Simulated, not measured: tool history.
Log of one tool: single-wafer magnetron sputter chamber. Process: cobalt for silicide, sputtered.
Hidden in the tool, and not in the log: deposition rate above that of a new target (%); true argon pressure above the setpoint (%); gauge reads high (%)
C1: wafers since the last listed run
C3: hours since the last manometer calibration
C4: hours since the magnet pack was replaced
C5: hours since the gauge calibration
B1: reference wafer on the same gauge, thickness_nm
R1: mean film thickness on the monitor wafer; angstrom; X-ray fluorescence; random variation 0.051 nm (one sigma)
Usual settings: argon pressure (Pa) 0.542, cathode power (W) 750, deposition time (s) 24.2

Run 1, hour 0: usual settings but cathode power (W) 650; C1 0; wafers on the sputter target 3234; C3 2449.9; C4 11020.7; C5 107.3; B1 10.445. Result: R1 78.76 angstrom.
Run 2, hour 11.5: usual settings but cathode power (W) 650; C1 195; wafers on the sputter target 3429; C3 2461.4; C4 11032.2; C5 118.8; B1 10.443. Result: R1 78.36 angstrom.
Run 3, hour 27.8: usual settings but cathode power (W) 650; C1 277; wafers on the sputter target 3707; C3 2477.7; C4 11048.5; C5 135.1; B1 10.421. Result: R1 77.87 angstrom.
At hour 34.8: gauge calibrated.
Run 4, hour 43.4: usual settings; C1 265; wafers on the sputter target 3973; C3 2493.3; C4 11064.1; C5 8.6; B1 10.429. Result: R1 86.07 angstrom.
Run 5, hour 54.5: usual settings; C1 188; wafers on the sputter target 4162; C3 2504.4; C4 11075.2; C5 19.7; B1 10.419. Result: R1 86.7 angstrom.
Run 6, hour 62.7: usual settings but argon pressure (Pa) 0.62; C1 139; wafers on the sputter target 4301; C3 2512.6; C4 11083.4; C5 27.9; B1 10.432. Result: R1 84.88 angstrom.
At hour 81.2: magnet pack replaced.
Run 7, hour 81.7: usual settings but argon pressure (Pa) 0.62; C1 187; wafers on the sputter target 4489; C3 2531.6; C4 0.5; C5 46.9; B1 10.467. Result: R1 84.03 angstrom.
Run 8, hour 88.8: usual settings but deposition time (s) 25.4; C1 120; wafers on the sputter target 4609; C3 2538.7; C4 7.6; C5 54; B1 10.432. Result: R1 90.18 angstrom.
At hour 103.2: sputter target and shields replaced.
Run 9, hour 103.7: usual settings but deposition time (s) 25.4; C1 117; wafers on the sputter target 9; C3 2553.6; C4 22.5; C5 68.9; B1 10.421. Result: R1 94.77 angstrom.
At hour 118.6: capacitance manometer re-zeroed and calibrated.
Run 10, hour 124.8: usual settings; C1 223; wafers on the sputter target 232; C3 6.2; C4 43.6; C5 90; B1 10.442. Result: R1 90.6 angstrom.
Run 11, hour 132.6: usual settings; C1 132; wafers on the sputter target 365; C3 14; C4 51.4; C5 97.8; B1 10.455. Result: R1 90.43 angstrom.
Run 12, hour 140.1: usual settings but argon pressure (Pa) 0.469; C1 127; wafers on the sputter target 492; C3 21.5; C4 58.9; C5 105.3; B1 10.437. Result: R1 92.62 angstrom.
Run 13, hour 148.6: usual settings but argon pressure (Pa) 0.673, cathode power (W) 550, deposition time (s) 27.9; C1 144; wafers on the sputter target 637; C3 30; C4 67.4; C5 113.8; B1 10.443. Result: R1 80.75 angstrom.
Run 14, hour 164.1: usual settings; C1 263; wafers on the sputter target 901; C3 45.5; C4 82.9; C5 129.3; B1 10.445. Result: R1 88.92 angstrom.
At hour 168.3: gauge calibrated.
Run 15, hour 173.3: usual settings but cathode power (W) 650, deposition time (s) 22.4; C1 156; wafers on the sputter target 1058; C3 54.7; C4 92.1; C5 5; B1 10.426. Result: R1 74.17 angstrom.
Run 16, hour 189.6: usual settings but argon pressure (Pa) 0.667, cathode power (W) 700, deposition time (s) 21.6; C1 277; wafers on the sputter target 1335; C3 71; C4 108.4; C5 21.3; B1 10.455. Result: R1 74.32 angstrom.
Run 17, hour 201.1: usual settings but argon pressure (Pa) 0.756, cathode power (W) 600, deposition time (s) 21.3; C1 195; wafers on the sputter target 1531; C3 82.5; C4 119.9; C5 32.8; B1 10.435. Result: R1 63.65 angstrom.
Run 18, hour 216.5: usual settings; C1 262; wafers on the sputter target 1793; C3 97.9; C4 135.3; C5 48.2; B1 10.43. Result: R1 87.94 angstrom.
Run 19, hour 230.6: usual settings but deposition time (s) 20.5; C1 240; wafers on the sputter target 2033; C3 112; C4 149.4; C5 62.3; B1 10.439. Result: R1 74.65 angstrom.
Run 20, hour 244.4: usual settings; C1 234; wafers on the sputter target 2268; C3 125.8; C4 163.2; C5 76.1; B1 10.434. Result: R1 88.26 angstrom.
Run 21, hour 252.1: usual settings but argon pressure (Pa) 0.598, cathode power (W) 650; C1 131; wafers on the sputter target 2399; C3 133.5; C4 170.9; C5 83.8; B1 10.446. Result: R1 78.83 angstrom.

Forecast each of these 3 alternatives for the next run:
Run A, hour 252.5: usual settings; C1 6; wafers on the sputter target 2406; C3 133.9; C4 171.3; C5 84.2; B1 ?. Result: R1 ?.
Run B, hour 252.5: usual settings but argon pressure (Pa) 0.406, cathode power (W) 800, deposition time (s) 22.6; C1 6; wafers on the sputter target 2406; C3 133.9; C4 171.3; C5 84.2; B1 ?. Result: R1 ?.
Run C, hour 252.5: usual settings but argon pressure (Pa) 0.359, deposition time (s) 26.8; C1 6; wafers on the sputter target 2406; C3 133.9; C4 171.3; C5 84.2; B1 ?. Result: R1 ?.

run      B1      R1
  A  10.442   88.19
  B  10.442   89.14
  C  10.442  101.77
Without the tool's hidden state the same runs would have given:
run      R1
  A   91.98
  B   92.96
  C  106.13
